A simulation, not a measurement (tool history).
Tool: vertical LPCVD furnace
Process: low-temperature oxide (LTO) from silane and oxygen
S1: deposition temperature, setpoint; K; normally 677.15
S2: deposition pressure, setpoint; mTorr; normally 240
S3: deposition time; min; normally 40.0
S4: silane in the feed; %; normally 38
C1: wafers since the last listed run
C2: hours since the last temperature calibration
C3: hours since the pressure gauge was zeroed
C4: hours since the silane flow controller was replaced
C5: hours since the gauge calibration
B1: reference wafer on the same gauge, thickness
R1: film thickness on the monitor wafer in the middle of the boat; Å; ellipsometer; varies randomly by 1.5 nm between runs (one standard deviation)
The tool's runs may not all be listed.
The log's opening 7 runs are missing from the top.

Run 8, hour 474.0: usual settings; C1 1217; C2 2472.0; C3 3013.5; C4 3141.8; C5 2867.4; B1 355.73. Result: R1 4128.6 Å.
Run 9, hour 578.5: usual settings; C1 1529; C2 2576.5; C3 3118.0; C4 3246.3; C5 2971.9; B1 356.02. Result: R1 4136.4 Å.
Run 10, hour 664.3: usual settings; C1 1255; C2 2662.3; C3 3203.8; C4 3332.1; C5 3057.7; B1 356.35. Result: R1 4197.6 Å.
At hour 740.0: silane flow controller replaced.
At hour 772.9: thermocouples replaced and temperature profile calibrated.
Run 11, hour 773.4: usual settings; C1 894; C2 0.5; C3 3312.9; C4 33.4; C5 3166.8; B1 355.61. Result: R1 4172.0 Å.
Run 12, hour 797.4: usual settings; C1 351; C2 24.5; C3 3336.9; C4 57.4; C5 3190.8; B1 355.68. Result: R1 4161.3 Å.
Run 13, hour 865.4: usual settings but S2 205 mTorr; C1 995; C2 92.5; C3 3404.9; C4 125.4; C5 3258.8; B1 356.09. Result: R1 3579.0 Å.
Run 14, hour 962.0: usual settings but S1 686.15 K, S2 210 mTorr, S3 48.5 min; C1 1413; C2 189.1; C3 3501.5; C4 222.0; C5 3355.4; B1 356.20. Result: R1 4922.5 Å.
Run 15, hour 1039.8: usual settings but S2 265 mTorr, S3 52.5 min; C1 1138; C2 266.9; C3 3579.3; C4 299.8; C5 3433.2; B1 355.68. Result: R1 6040.8 Å.
Run 16, hour 1078.8: usual settings but S2 205 mTorr, S3 34.5 min, S4 32 %; C1 570; C2 305.9; C3 3618.3; C4 338.8; C5 3472.2; B1 356.74. Result: R1 2456.9 Å.
Run 17, hour 1146.1: usual settings but S4 36 %; C1 984; C2 373.2; C3 3685.6; C4 406.1; C5 3539.5; B1 355.98. Result: R1 3920.0 Å.
Run 18, hour 1188.8: usual settings but S1 665.15 K, S2 285 mTorr, S3 47.5 min, S4 44 %; C1 624; C2 415.9; C3 3728.3; C4 448.8; C5 3582.2; B1 355.42. Result: R1 6116.4 Å.
Run 19, hour 1287.6: usual settings but S1 683.15 K, S2 300 mTorr, S3 24.5 min, S4 31 %; C1 1445; C2 514.7; C3 3827.1; C4 547.6; C5 3681.0; B1 355.47. Result: R1 2593.7 Å.
At hour 1347.2: gauge calibrated.
Run 20, hour 1364.9: usual settings but S4 41 %; C1 1131; C2 592.0; C3 3904.4; C4 624.9; C5 17.7; B1 355.84. Result: R1 4574.2 Å.
Run 21, hour 1405.7: usual settings; C1 597; C2 632.8; C3 3945.2; C4 665.7; C5 58.5; B1 355.82. Result: R1 4193.3 Å.
At hour 1512.7: pressure gauge zeroed.
Run 22, hour 1513.2: usual settings but S1 668.15 K, S2 290 mTorr, S3 51.5 min, S4 41 %; C1 1222; C2 740.3; C3 0.5; C4 773.2; C5 166.0; B1 355.52. Result: R1 6528.4 Å.
Run 23, hour 1598.1: usual settings but S3 51.0 min, S4 34 %; C1 1242; C2 825.2; C3 85.4; C4 858.1; C5 250.9; B1 356.08. Result: R1 4734.3 Å.
Run 24, hour 1692.9: usual settings but S1 684.15 K, S2 285 mTorr, S3 35.0 min, S4 43 %; C1 1387; C2 920.0; C3 180.2; C4 952.9; C5 345.7; B1 356.72. Result: R1 5476.0 Å.
Run 25, hour 1831.7: usual settings but S2 195 mTorr, S4 41 %; C1 2031; C2 1058.8; C3 319.0; C4 1091.7; C5 484.5; B1 356.40. Result: R1 3854.5 Å.
Run 26, hour 2099.5: usual settings; C1 3919; C2 1326.6; C3 586.8; C4 1359.5; C5 752.3; B1 355.86. Result: R1 4333.0 Å.
At hour 2190.3: pressure gauge zeroed, repeated, since the last time left the tool worse.
Run 27, hour 2190.8: usual settings but S1 669.15 K, S2 285 mTorr, S3 54.5 min, S4 43 %; C1 984; C2 1417.9; C3 0.5; C4 1450.8; C5 843.6; B1 355.53. Result: R1 6871.1 Å.
Run 28, hour 2240.3: usual settings; C1 724; C2 1467.4; C3 50.0; C4 1500.3; C5 893.1; B1 355.94. Result: R1 4054.7 Å.
Run 29, hour 2338.0: usual settings but S2 270 mTorr, S3 26.5 min; C1 1429; C2 1565.1; C3 147.7; C4 1598.0; C5 990.8; B1 356.26. Result: R1 3021.4 Å.
Run 30, hour 2536.9: usual settings but S1 668.15 K; C1 2911; C2 1764.0; C3 346.6; C4 1796.9; C5 1189.7; B1 356.60. Result: R1 3664.6 Å.
Run 31, hour 2637.2: usual settings but S1 670.15 K, S3 54.0 min, S4 35 %; C1 1467; C2 1864.3; C3 446.9; C4 1897.2; C5 1290.0; B1 356.18. Result: R1 4552.6 Å.
Run 32, hour 2719.2: usual settings but S1 681.15 K, S2 215 mTorr; C1 1200; C2 1946.3; C3 528.9; C4 1979.2; C5 1372.0; B1 355.53. Result: R1 3782.4 Å.

What if the next run were any one of these 3? Each begins from the tool's condition after run 32:
Run A, hour 2722.8: usual settings; C1 52; C2 1949.9; C3 532.5; C4 1982.8; C5 1375.6; B1 ?. Result: R1 ?.
Run B, hour 2722.8: usual settings but S1 667.15 K, S2 200 mTorr, S4 32 %; C1 52; C2 1949.9; C3 532.5; C4 1982.8; C5 1375.6; B1 ?. Result: R1 ?.
Run C, hour 2722.8: usual settings but S1 681.15 K; C1 52; C2 1949.9; C3 532.5; C4 1982.8; C5 1375.6; B1 ?. Result: R1 ?.

run      B1      R1
  A  355.53  4069.7
  B  355.53  2402.2
  C  355.53  4251.7
With the hidden condition removed and each run's random variation left untouched, the same runs would have given:
run      R1
  A  4060.1
  B  2395.4
  C  4241.7
